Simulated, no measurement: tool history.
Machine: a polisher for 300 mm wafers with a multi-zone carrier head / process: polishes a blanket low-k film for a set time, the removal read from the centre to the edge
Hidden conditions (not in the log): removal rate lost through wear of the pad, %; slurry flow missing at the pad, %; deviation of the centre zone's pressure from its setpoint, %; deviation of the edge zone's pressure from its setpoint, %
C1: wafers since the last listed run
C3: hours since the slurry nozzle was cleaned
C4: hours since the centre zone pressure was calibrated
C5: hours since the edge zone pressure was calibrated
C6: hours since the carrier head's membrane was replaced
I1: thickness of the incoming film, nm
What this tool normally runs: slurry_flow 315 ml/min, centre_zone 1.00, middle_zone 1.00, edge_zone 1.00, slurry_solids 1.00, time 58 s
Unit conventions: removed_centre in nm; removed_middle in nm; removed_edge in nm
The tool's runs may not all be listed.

Run 1, day 0.000: usual settings but edge_zone 0.94; C1 0; wafers polished on this pad 693; C3 45.9; C4 968.3; C5 186.7; C6 1362.0; I1 335.1. Result: removed_centre 20.2 nm, removed_middle 20.6 nm, removed_edge 19.5 nm.
Run 2, day 3.158: usual settings but edge_zone 0.94; C1 615; wafers polished on this pad 1309; C3 121.7; C4 1044.1; C5 262.5; C6 1437.8; I1 323.8. Result: removed_centre 19.9 nm, removed_middle 20.2 nm, removed_edge 19.3 nm.
Run 3, day 6.071: usual settings but slurry_flow 355 ml/min, middle_zone 1.08; C1 567; wafers polished on this pad 1877; C3 191.6; C4 1114.0; C5 332.4; C6 1507.7; I1 330.4. Result: removed_centre 19.9 nm, removed_middle 21.7 nm, removed_edge 19.7 nm.
At day 7.692: worn pad replaced by a new one.
Run 4, day 8.521: usual settings; C1 445; wafers polished on this pad 161; C3 250.4; C4 1172.8; C5 391.2; C6 1566.5; I1 330.2. Result: removed_centre 20.7 nm, removed_middle 21.3 nm, removed_edge 21.1 nm.
At day 9.808: slurry nozzle cleaned.
Run 5, day 12.421: usual settings; C1 752; wafers polished on this pad 913; C3 62.7; C4 1266.4; C5 484.8; C6 1660.1; I1 327.7. Result: removed_centre 20.1 nm, removed_middle 20.1 nm, removed_edge 20.0 nm.
At day 15.017: centre zone pressure recalibrated.
Run 6, day 15.054: usual settings; C1 497; wafers polished on this pad 1410; C3 125.9; C4 0.9; C5 548.0; C6 1723.3; I1 322.7. Result: removed_centre 19.3 nm, removed_middle 19.6 nm, removed_edge 19.7 nm.
At day 16.496: worn pad replaced by a new one.
Run 7, day 16.917: usual settings but edge_zone 1.04, slurry_solids 0.80; C1 330; wafers polished on this pad 82; C3 170.6; C4 45.6; C5 592.7; C6 1768.0; I1 333.1. Result: removed_centre 18.9 nm, removed_middle 19.2 nm, removed_edge 19.7 nm.
Run 8, day 21.146: usual settings but edge_zone 1.04, slurry_solids 0.80; C1 824; wafers polished on this pad 906; C3 272.1; C4 147.1; C5 694.2; C6 1869.5; I1 329.7. Result: removed_centre 17.8 nm, removed_middle 18.0 nm, removed_edge 18.2 nm.
At day 21.633: slurry nozzle cleaned.
At day 22.971: carrier head's membrane replaced by a new one.
Run 9, day 25.629: usual settings but slurry_flow 350 ml/min, middle_zone 1.11; C1 825; wafers polished on this pad 1732; C3 95.9; C4 254.7; C5 801.8; C6 63.8; I1 327.9. Result: removed_centre 19.9 nm, removed_middle 22.0 nm, removed_edge 19.7 nm.
At day 25.754: edge zone pressure recalibrated.
At day 26.712: worn pad replaced by a new one.
Run 10, day 28.604: usual settings; C1 531; wafers polished on this pad 369; C3 167.3; C4 326.1; C5 68.4; C6 135.2; I1 325.3. Result: removed_centre 20.8 nm, removed_middle 21.2 nm, removed_edge 20.9 nm.
Run 11, day 32.733: usual settings but centre_zone 0.94, edge_zone 0.97, slurry_solids 1.15, time 68 s; C1 805; wafers polished on this pad 1174; C3 266.4; C4 425.2; C5 167.5; C6 234.3; I1 327.6. Result: removed_centre 23.2 nm, removed_middle 25.1 nm, removed_edge 24.5 nm.
At day 35.950: worn pad replaced by a new one.
Run 12, day 36.054: usual settings but middle_zone 1.07, edge_zone 0.91, time 44 s; C1 614; wafers polished on this pad 20; C3 346.1; C4 504.9; C5 247.2; C6 314.0; I1 326.2. Result: removed_centre 16.4 nm, removed_middle 17.4 nm, removed_edge 15.4 nm.
At day 36.858: slurry nozzle cleaned.
Run 13, day 39.708: usual settings but centre_zone 0.94, middle_zone 0.96; C1 704; wafers polished on this pad 724; C3 68.4; C4 592.6; C5 334.9; C6 401.7; I1 330.6. Result: removed_centre 18.6 nm, removed_middle 19.8 nm, removed_edge 20.3 nm.
Run 14, day 43.850: usual settings but centre_zone 1.07, edge_zone 1.10, slurry_solids 1.20; C1 807; wafers polished on this pad 1531; C3 167.8; C4 692.0; C5 434.3; C6 501.1; I1 331.3. Result: removed_centre 23.0 nm, removed_middle 21.6 nm, removed_edge 22.3 nm.
At day 44.525: worn pad replaced by a new one.
Run 15, day 45.588: usual settings but edge_zone 0.94; C1 306; wafers polished on this pad 207; C3 209.5; C4 733.7; C5 476.0; C6 542.8; I1 328.5. Result: removed_centre 21.1 nm, removed_middle 21.7 nm, removed_edge 20.2 nm.
Run 16, day 49.442: usual settings but centre_zone 1.07; C1 751; wafers polished on this pad 958; C3 302.0; C4 826.2; C5 568.5; C6 635.3; I1 333.2. Result: removed_centre 21.7 nm, removed_middle 20.0 nm, removed_edge 20.4 nm.

Each row is a separate what-if for the run after 16, all from the same tool condition, not one after another. Results?
Run A, day 49.458: usual settings; C1 3; wafers polished on this pad 961; C3 302.4; C4 826.6; C5 568.9; C6 635.7; I1 336.2. Result: removed_centre ?, removed_middle ?, removed_edge ?.
Run B, day 49.458: usual settings but slurry_flow 345 ml/min; C1 3; wafers polished on this pad 961; C3 302.4; C4 826.6; C5 568.9; C6 635.7; I1 336.2. Result: removed_centre ?, removed_middle ?, removed_edge ?.
Run C, day 49.458: usual settings but centre_zone 0.88, edge_zone 1.10, slurry_solids 0.85, time 48 s; C1 3; wafers polished on this pad 961; C3 302.4; C4 826.6; C5 568.9; C6 635.7; I1 336.2. Result: removed_centre ?, removed_middle ?, removed_edge ?.
Run D, day 49.458: usual settings but slurry_flow 375 ml/min; C1 3; wafers polished on this pad 961; C3 302.4; C4 826.6; C5 568.9; C6 635.7; I1 336.2. Result: removed_centre ?, removed_middle ?, removed_edge ?.
Run E, day 49.458: usual settings but slurry_flow 230 ml/min; C1 3; wafers polished on this pad 961; C3 302.4; C4 826.6; C5 568.9; C6 635.7; I1 336.2. Result: removed_centre ?, removed_middle ?, removed_edge ?.

run  removed_centre  removed_middle  removed_edge
  A            19.8            20.4          19.8
  B            19.9            20.5          19.9
  C            13.2            15.5          15.7
  D            20.1            20.6          19.9
  E            19.3            19.9          19.4
With the hidden condition removed and each run's random variation left untouched, the same runs would have given:
run  removed_centre  removed_middle  removed_edge
  A            21.5            22.2          21.5
  B            21.7            22.3          21.6
  C            14.4            16.8          17.0
  D            21.8            22.4          21.7
  E            21.0            21.6          21.1
